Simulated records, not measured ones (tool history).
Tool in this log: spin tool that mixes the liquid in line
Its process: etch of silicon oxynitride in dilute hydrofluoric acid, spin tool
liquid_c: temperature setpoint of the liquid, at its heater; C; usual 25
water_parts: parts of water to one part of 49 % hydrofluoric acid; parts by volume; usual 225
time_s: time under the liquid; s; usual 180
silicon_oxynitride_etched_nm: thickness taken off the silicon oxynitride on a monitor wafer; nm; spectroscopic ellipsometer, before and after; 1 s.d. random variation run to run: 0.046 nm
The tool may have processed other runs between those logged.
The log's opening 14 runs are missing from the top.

run   hour  liquid_c  water_parts  time_s  wafers since the last listed run  hours since the thermometer was replaced  hours since the hydrofluoric acid flow meter was replaced  hours since the gauge calibration  read-back film thickness of the silicon oxynitride reference wafer, read on the same gauge (nm)  silicon_oxynitride_etched_nm
 15  297.9        25          225     155                               118                                    2368.9                                                      743.6                               25.6                                                                                               60                         3.616
 16  315.3        25          170     235                                92                                    2386.3                                                        761                                 43                                                                                           60.002                         7.556
 17  344.9        25          305     250                               156                                    2415.9                                                      790.6                               72.6                                                                                           60.014                         3.999
     361.6  -- thermometer replaced
 18  441.1        25          225     215                               504                                      79.5                                                      886.8                              168.8                                                                                           59.996                         4.924
       458  -- hydrofluoric acid flow meter replaced
 19  462.9        22          225     180                               110                                     101.3                                                        4.9                              190.6                                                                                           60.013                         3.641
 20  489.3      28.5          145     230                               139                                     127.7                                                       31.3                                217                                                                                           60.003                        10.143
 21  521.4        25          225     180                               169                                     159.8                                                       63.4                              249.1                                                                                           59.994                         4.194
 22  537.5        25          225     180                                85                                     175.9                                                       79.5                              265.2                                                                                           60.027                         4.179
 23  560.8        21          280     145                               123                                     199.2                                                      102.8                              288.5                                                                                           59.989                         2.151
 24  574.2        25          225     210                                70                                     212.6                                                      116.2                              301.9                                                                                           60.005                          4.87
     596.5  -- gauge calibrated
 25  607.3      20.5          295     115                               175                                     245.7                                                      149.3                               10.8                                                                                           60.016                         1.596
 26  621.3        25          225     180                                74                                     259.7                                                      163.3                               24.8                                                                                           60.006                         4.231
 27  634.7        25          225     180                                70                                     273.1                                                      176.7                               38.2                                                                                           60.011                         4.203
 28  663.5        23          170     115                               152                                     301.9                                                      205.5                                 67                                                                                           60.002                         3.313
 29  676.8        23          225     180                                70                                     315.2                                                      218.8                               80.3                                                                                           59.991                         3.824
 30  704.6        25          225     180                               147                                       343                                                      246.6                              108.1                                                                                           59.986                         4.184

Alternative continuations, all from the tool just after run 30; predict every row:
  A  705.1        25          225     120                                 2                                     343.5                                                      247.1                              108.6                                                                                                ?                             ?
  B  705.1        27          270     180                                 2                                     343.5                                                      247.1                              108.6                                                                                                ?                             ?
  C  705.1        25          300     135                                 2                                     343.5                                                      247.1                              108.6                                                                                                ?                             ?
  D  705.1        25          160     180                                 2                                     343.5                                                      247.1                              108.6                                                                                                ?                             ?

run  read-back film thickness of the silicon oxynitride reference wafer, read on the same gauge (nm)  silicon_oxynitride_etched_nm
  A                                                                                           60.018                          2.78
  B                                                                                           60.018                         3.657
  C                                                                                           60.018                         2.221
  D                                                                                           60.018                         6.169
Without the tool's unlogged condition, the same runs would have read:
run  silicon_oxynitride_etched_nm
  A                          2.78
  B                         3.657
  C                         2.221
  D                         6.169
